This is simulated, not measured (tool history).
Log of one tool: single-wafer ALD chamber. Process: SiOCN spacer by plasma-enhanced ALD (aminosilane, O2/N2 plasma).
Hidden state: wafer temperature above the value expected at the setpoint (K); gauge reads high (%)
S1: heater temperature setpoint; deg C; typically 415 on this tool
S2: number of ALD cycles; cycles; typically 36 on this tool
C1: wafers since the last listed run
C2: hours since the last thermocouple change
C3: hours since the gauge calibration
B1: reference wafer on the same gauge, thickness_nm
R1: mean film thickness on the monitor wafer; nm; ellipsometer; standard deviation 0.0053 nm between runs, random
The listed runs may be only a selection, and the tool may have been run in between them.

run,hour,S1,S2,C1,C2,C3,B1,R1
1,0.0,425,38,0,1959.6,831.3,2.430,2.185
2,38.8,425,38,390,1998.4,870.1,2.429,2.183
3,69.6,425,38,309,2029.2,900.9,2.430,2.189
4,102.8,426,41,333,2062.4,934.1,2.429,2.356
5,130.5,426,41,278,2090.1,961.8,2.430,2.349
6,176.4,426,41,461,2136.0,1007.7,2.431,2.353
7,241.0,415,41,649,2200.6,1072.3,2.431,2.442
8,274.4,424,33,335,2234.0,1105.7,2.431,1.909
9,321.2,415,36,470,2280.8,1152.5,2.429,2.144
10,368.7,415,36,477,2328.3,1200.0,2.430,2.143
11,525.6,415,36,1577,2485.2,1356.9,2.431,2.142
12,579.2,415,36,539,2538.8,1410.5,2.430,2.145
13,644.4,415,36,655,2604.0,1475.7,2.431,2.152
14,672.4,410,36,281,2632.0,1503.7,2.430,2.187
# hour 695.3: gauge calibrated
15,718.5,410,36,463,2678.1,23.2,2.430,2.192
16,779.7,410,42,615,2739.3,84.4,2.429,2.564
# hour 808.0: thermocouple changed; heater temperature recalibrated
17,842.4,415,36,550,34.4,147.1,2.429,2.121
18,866.6,421,41,243,58.6,171.3,2.430,2.361
19,915.2,408,33,488,107.2,219.9,2.430,1.988
20,962.1,415,36,471,154.1,266.8,2.428,2.111
21,1011.4,415,36,495,203.4,316.1,2.428,2.123
22,1054.2,415,36,430,246.2,358.9,2.430,2.112
23,1119.5,429,41,656,311.5,424.2,2.429,2.308
24,1231.4,415,36,1125,423.4,536.1,2.430,2.124
25,1281.9,400,36,507,473.9,586.6,2.429,2.209
26,1317.4,403,36,357,509.4,622.1,2.428,2.206
27,1346.9,402,39,296,538.9,651.6,2.429,2.399
28,1414.4,415,33,678,606.4,719.1,2.429,1.946
29,1445.7,415,36,314,637.7,750.4,2.430,2.126
30,1508.5,423,39,631,700.5,813.2,2.432,2.241
31,1547.9,415,36,396,739.9,852.6,2.428,2.134

For each run, what was the tool's unlogged condition?
gauge reads high (%): 0 at every run
H1: wafer temperature above the value expected at the setpoint (K)
run,H1
1,-4.76
2,-4.85
3,-4.93
4,-5.01
5,-5.08
6,-5.19
7,-5.35
8,-5.43
9,-5.54
10,-5.66
11,-6.04
12,-6.17
13,-6.33
14,-6.4
15,-6.51
16,-6.66
17,-1.36
18,-1.42
19,-1.54
20,-1.65
21,-1.77
22,-1.87
23,-2.03
24,-2.31
25,-2.43
26,-2.51
27,-2.59
28,-2.75
29,-2.83
30,-2.98
31,-3.07

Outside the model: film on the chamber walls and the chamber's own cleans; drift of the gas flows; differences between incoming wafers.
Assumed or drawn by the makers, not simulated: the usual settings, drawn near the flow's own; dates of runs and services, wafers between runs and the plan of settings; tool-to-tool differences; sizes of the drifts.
